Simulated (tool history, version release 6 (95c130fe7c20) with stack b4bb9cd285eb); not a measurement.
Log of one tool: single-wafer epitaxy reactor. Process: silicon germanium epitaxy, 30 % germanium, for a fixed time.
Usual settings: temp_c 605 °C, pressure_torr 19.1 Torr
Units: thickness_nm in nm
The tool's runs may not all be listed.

run	hour	temp_c	pressure_torr	wafers since the last listed run	hours since the last pyrometer calibration	hours since the last manometer calibration	hours since the showerhead was replaced	hours since the gauge calibration	read-back reference wafer on the same gauge, thickness_nm	thickness_nm
1	0	605	19.1	0	2016.9	1194.5	3533.3	342.3	75.654	64.968
2	41.8	605	20.3	701	2058.7	1236.3	3575.1	384.1	75.548	65.263
3	104.6	594	19.1	1054	2121.5	1299.1	3637.9	446.9	75.614	51.131
4	142.8	605	19.1	641	2159.7	1337.3	3676.1	485.1	75.55	65.196
5	178.3	605	19.1	596	2195.2	1372.8	3711.6	520.6	75.662	65.073
6	222.6	605	19.1	743	2239.5	1417.1	3755.9	564.9	75.64	65.048
7	292.5	605	19.1	1173	2309.4	1487	3825.8	634.8	75.607	64.87
8	330.9	613	16.6	644	2347.8	1525.4	3864.2	673.2	75.507	74.818
9	358.1	613	16.6	456	2375	1552.6	3891.4	700.4	75.502	74.229
# hour 404.7: gauge calibrated
10	421.9	613	16.6	1071	2438.8	1616.4	3955.2	17.2	75.682	74.754
# hour 459.2: showerhead replaced
11	624.4	605	20.8	3265	2641.3	1818.9	165.2	219.7	75.647	65.492
12	673.1	599	21.3	817	2690	1867.6	213.9	268.4	75.556	58.238
13	721.2	600	14.8	807	2738.1	1915.7	262	316.5	75.548	56.391
14	781.8	605	19.1	1017	2798.7	1976.3	322.6	377.1	75.588	64.709
# hour 789.9: pyrometer calibrated
15	817.4	605	19.1	463	27.5	2011.9	358.2	412.7	75.617	74.286
# hour 841.5: capacitance manometer re-zeroed and calibrated
16	889.1	605	19.1	1069	99.2	47.6	429.9	484.4	75.549	74.593
17	941.4	612	19.1	878	151.5	99.9	482.2	536.7	75.62	84.75
18	968.2	595	15.7	449	178.3	126.7	509	563.5	75.633	58.538
# hour 990.5: pyrometer calibrated, repeated, since the last time left the tool worse
19	1134.8	611	14.5	2662	144.3	293.3	675.6	730.1	75.592	73.204
20	1164.7	605	19.1	502	174.2	323.2	705.5	760	75.59	66.743
# hour 1193.5: gauge calibrated
21	1215.8	590	16.9	857	225.3	374.3	756.6	22.3	75.608	48.553
22	1250.1	605	19.1	575	259.6	408.6	790.9	56.6	75.626	67.272
23	1280.2	612	20.8	505	289.7	438.7	821	86.7	75.601	79.354

The tool's hidden state at each run:
true pressure above the setpoint (%): 0 in every run
gauge reads high (%): 0 in every run
H1: wafer temperature above the value expected at the setpoint (K)
run	H1
1	-2.35
2	-2.36
3	-2.38
4	-2.39
5	-2.4
6	-2.41
7	-2.43
8	-2.44
9	-2.44
10	-2.45
11	-2.49
12	-2.5
13	-2.5
14	-2.51
15	4.41
16	4.23
17	4.1
18	4.04
19	-0.333
20	-0.402
21	-0.514
22	-0.587
23	-0.648
